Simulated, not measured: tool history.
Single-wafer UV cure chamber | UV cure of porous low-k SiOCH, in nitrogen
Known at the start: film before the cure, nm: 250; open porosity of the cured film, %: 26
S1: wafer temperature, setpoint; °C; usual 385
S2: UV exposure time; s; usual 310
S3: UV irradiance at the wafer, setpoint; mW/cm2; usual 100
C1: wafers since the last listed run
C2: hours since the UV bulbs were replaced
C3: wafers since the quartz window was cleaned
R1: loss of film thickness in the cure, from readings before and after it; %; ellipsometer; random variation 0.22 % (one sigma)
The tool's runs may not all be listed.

Run 1, hour 0.0: usual settings; C1 0; C2 696.3; C3 2653. Result: R1 14.732 %.
Run 2, hour 18.9: usual settings; C1 137; C2 715.2; C3 2790. Result: R1 14.459 %.
Run 3, hour 41.0: usual settings; C1 160; C2 737.3; C3 2950. Result: R1 14.156 %.
Run 4, hour 57.4: usual settings; C1 119; C2 753.7; C3 3069. Result: R1 14.431 %.
Run 5, hour 86.7: usual settings; C1 212; C2 783.0; C3 3282. Result: R1 14.507 %.
Run 6, hour 113.8: usual settings but S2 350 s, S3 121 mW/cm2; C1 196; C2 810.1; C3 3479. Result: R1 16.038 %.
Run 7, hour 144.7: usual settings but S1 369 °C; C1 224; C2 841.0; C3 3703. Result: R1 13.875 %.
Run 8, hour 234.0: usual settings but S1 369 °C; C1 648; C2 930.3; C3 4351. Result: R1 13.942 %.
At hour 257.6: quartz window cleaned.
Run 9, hour 267.1: usual settings but S1 369 °C; C1 182; C2 963.4; C3 68. Result: R1 13.589 %.
At hour 286.6: UV bulbs replaced.
Run 10, hour 297.5: usual settings; C1 162; C2 10.9; C3 231. Result: R1 14.972 %.
Run 11, hour 330.8: usual settings; C1 241; C2 44.2; C3 473. Result: R1 15.255 %.
Run 12, hour 359.4: usual settings; C1 207; C2 72.8; C3 680. Result: R1 14.721 %.
Run 13, hour 377.9: usual settings; C1 134; C2 91.3; C3 814. Result: R1 15.104 %.
Run 14, hour 410.6: usual settings but S2 455 s; C1 237; C2 124.0; C3 1052. Result: R1 16.993 %.
Run 15, hour 423.0: usual settings; C1 90; C2 136.4; C3 1142. Result: R1 14.915 %.
Run 16, hour 453.5: usual settings but S1 367 °C; C1 221; C2 166.9; C3 1363. Result: R1 14.725 %.
Run 17, hour 480.8: usual settings but S2 245 s, S3 111 mW/cm2; C1 198; C2 194.2; C3 1562. Result: R1 13.838 %.
Run 18, hour 512.7: usual settings but S2 160 s, S3 138 mW/cm2; C1 231; C2 226.1; C3 1793. Result: R1 13.084 %.
Run 19, hour 525.9: usual settings; C1 95; C2 239.3; C3 1889. Result: R1 14.628 %.
Run 20, hour 565.2: usual settings but S1 375 °C, S2 460 s, S3 130 mW/cm2; C1 285; C2 278.6; C3 2174. Result: R1 18.186 %.
Run 21, hour 588.7: usual settings but S2 135 s; C1 170; C2 302.1; C3 2345. Result: R1 10.584 %.
Run 22, hour 618.9: usual settings but S2 220 s, S3 139 mW/cm2; C1 219; C2 332.3; C3 2564. Result: R1 14.759 %.
Run 23, hour 632.9: usual settings; C1 101; C2 346.3; C3 2666. Result: R1 14.708 %.
Run 24, hour 663.7: usual settings; C1 223; C2 377.1; C3 2889. Result: R1 14.551 %.
Run 25, hour 695.8: usual settings but S1 401 °C; C1 233; C2 409.2; C3 3122. Result: R1 15.163 %.
Run 26, hour 708.5: usual settings but S1 395 °C, S2 245 s, S3 132 mW/cm2; C1 92; C2 421.9; C3 3215. Result: R1 14.844 %.
At hour 742.2: quartz window cleaned.
Run 27, hour 742.6: usual settings but S1 392 °C; C1 189; C2 456.0; C3 2. Result: R1 14.830 %.
Run 28, hour 770.8: usual settings but S1 369 °C, S2 130 s, S3 60 mW/cm2; C1 204; C2 484.2; C3 207. Result: R1 7.509 %.
Run 29, hour 797.9: usual settings but S1 393 °C, S2 445 s; C1 196; C2 511.3; C3 404. Result: R1 16.846 %.
Run 30, hour 823.1: usual settings but S1 375 °C, S2 460 s, S3 130 mW/cm2; C1 182; C2 536.5; C3 587. Result: R1 17.632 %.

What the log doesn't show, run by run:
transmission lost against a clean window, %: 0 in every run
H1: lamp output below its setpoint, %
run    H1
  1  15.4
  2  15.8
  3  16.2
  4  16.6
  5  17.1
  6  17.7
  7  18.3
  8  20.1
  9  20.8
 10   6.6
 11  7.28
 12  7.86
 13  8.23
 14  8.89
 15  9.14
 16  9.76
 17  10.3
 18    11
 19  11.2
 20    12
 21  12.5
 22  13.1
 23  13.4
 24    14
 25  14.7
 26  14.9
 27  15.6
 28  16.2
 29  16.7
 30  17.2
